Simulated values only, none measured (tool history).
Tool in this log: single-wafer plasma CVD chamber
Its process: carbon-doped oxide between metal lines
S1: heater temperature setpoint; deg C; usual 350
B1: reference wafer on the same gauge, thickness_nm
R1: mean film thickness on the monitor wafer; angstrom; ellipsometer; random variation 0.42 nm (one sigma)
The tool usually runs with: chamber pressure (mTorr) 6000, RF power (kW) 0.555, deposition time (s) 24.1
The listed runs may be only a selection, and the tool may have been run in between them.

run 1 day=0 | S1=350 chamber_pressure_(mTorr)=6000 RF_power_(kW)=0.555 deposition_time_(s)=24.1 | B1=180.94 | R1=1508.42
run 2 day=0.825 | S1=350 chamber_pressure_(mTorr)=6000 RF_power_(kW)=0.555 deposition_time_(s)=24.1 | B1=180.98 | R1=1498.91
run 3 day=2.004 | S1=350 chamber_pressure_(mTorr)=6000 RF_power_(kW)=0.555 deposition_time_(s)=24.1 | B1=181.154 | R1=1501.37
run 4 day=2.704 | S1=350 chamber_pressure_(mTorr)=6000 RF_power_(kW)=0.555 deposition_time_(s)=24.1 | B1=180.847 | R1=1506.17
run 5 day=3.583 | S1=350 chamber_pressure_(mTorr)=6000 RF_power_(kW)=0.555 deposition_time_(s)=24.1 | B1=180.993 | R1=1498.58
run 6 day=6.933 | S1=350 chamber_pressure_(mTorr)=6000 RF_power_(kW)=0.555 deposition_time_(s)=24.1 | B1=180.992 | R1=1497.11
run 7 day=8.254 | S1=350 chamber_pressure_(mTorr)=6000 RF_power_(kW)=0.555 deposition_time_(s)=24.1 | B1=180.951 | R1=1496.11
run 8 day=8.783 | S1=350 chamber_pressure_(mTorr)=6000 RF_power_(kW)=0.555 deposition_time_(s)=24.1 | B1=181.032 | R1=1492.95
-- day=9.517 thermocouple changed; heater temperature recalibrated
run 9 day=9.712 | S1=350 chamber_pressure_(mTorr)=6000 RF_power_(kW)=0.555 deposition_time_(s)=24.1 | B1=180.821 | R1=1490.77
run 10 day=11.004 | S1=350 chamber_pressure_(mTorr)=6000 RF_power_(kW)=0.555 deposition_time_(s)=24.1 | B1=181.122 | R1=1493.82
run 11 day=11.679 | S1=350 chamber_pressure_(mTorr)=6000 RF_power_(kW)=0.555 deposition_time_(s)=24.1 | B1=181.072 | R1=1484.33
run 12 day=13.108 | S1=350 chamber_pressure_(mTorr)=6000 RF_power_(kW)=0.555 deposition_time_(s)=24.1 | B1=181.172 | R1=1490.83
run 13 day=14.554 | S1=350 chamber_pressure_(mTorr)=5420 RF_power_(kW)=0.5 deposition_time_(s)=22.5 | B1=181.007 | R1=1233.93
run 14 day=15.617 | S1=350 chamber_pressure_(mTorr)=4600 RF_power_(kW)=0.555 deposition_time_(s)=24.1 | B1=181.073 | R1=1453.73
-- day=16.133 gauge calibrated
-- day=16.733 showerhead replaced
run 15 day=16.883 | S1=350 chamber_pressure_(mTorr)=6000 RF_power_(kW)=0.555 deposition_time_(s)=24.1 | B1=181.008 | R1=1485.24
run 16 day=18.017 | S1=350 chamber_pressure_(mTorr)=6000 RF_power_(kW)=0.555 deposition_time_(s)=24.1 | B1=180.877 | R1=1476.83
run 17 day=18.704 | S1=350 chamber_pressure_(mTorr)=7290 RF_power_(kW)=0.555 deposition_time_(s)=19.3 | B1=181.061 | R1=1205.47
-- day=19.358 capacitance manometer re-zeroed and calibrated
run 18 day=20.25 | S1=350 chamber_pressure_(mTorr)=6000 RF_power_(kW)=0.555 deposition_time_(s)=24.1 | B1=181.016 | R1=1474.96
-- day=20.875 RF generator calibrated
run 19 day=21.112 | S1=350 chamber_pressure_(mTorr)=6000 RF_power_(kW)=0.555 deposition_time_(s)=24.1 | B1=181.048 | R1=1546.07
run 20 day=21.712 | S1=360 chamber_pressure_(mTorr)=5000 RF_power_(kW)=0.61 deposition_time_(s)=25.8 | B1=181.055 | R1=1745.39
run 21 day=22.45 | S1=344 chamber_pressure_(mTorr)=6860 RF_power_(kW)=0.605 deposition_time_(s)=25.4 | B1=180.918 | R1=1812.35
run 22 day=25.596 | S1=356 chamber_pressure_(mTorr)=5410 RF_power_(kW)=0.555 deposition_time_(s)=26.4 | B1=180.98 | R1=1650.9
run 23 day=26.362 | S1=356 chamber_pressure_(mTorr)=6970 RF_power_(kW)=0.595 deposition_time_(s)=24.1 | B1=180.924 | R1=1634.23
run 24 day=28.942 | S1=350 chamber_pressure_(mTorr)=6000 RF_power_(kW)=0.555 deposition_time_(s)=24.1 | B1=181.007 | R1=1544.82

How would selected steps in R1 from run to run divide? Give the signed amount a tool lacking its hidden state would still show from settings, what came in and random variation, and the signed amount left for the hidden state, including any gauge scatter that is not in both of the compared results.
Hidden state at play: wafer temperature above the value expected at the setpoint (K); delivered RF power above the setpoint (%); true pressure above the setpoint (%); gauge reads high (%).
Run 16 -> 17: chamber pressure (mTorr) 6000 -> 7290, deposition time (s) 24.1 -> 19.3. R1 -271.36 angstrom: hidden state +12.44, all else -283.8.
Run 17 -> 18: chamber pressure (mTorr) 7290 -> 6000, deposition time (s) 19.3 -> 24.1, capacitance manometer re-zeroed and calibrated. R1 +269.49 angstrom: hidden state -15.28, all else +284.77.
Run 18 -> 19: RF generator calibrated. R1 +71.11 angstrom: hidden state +71.19, all else -0.08.
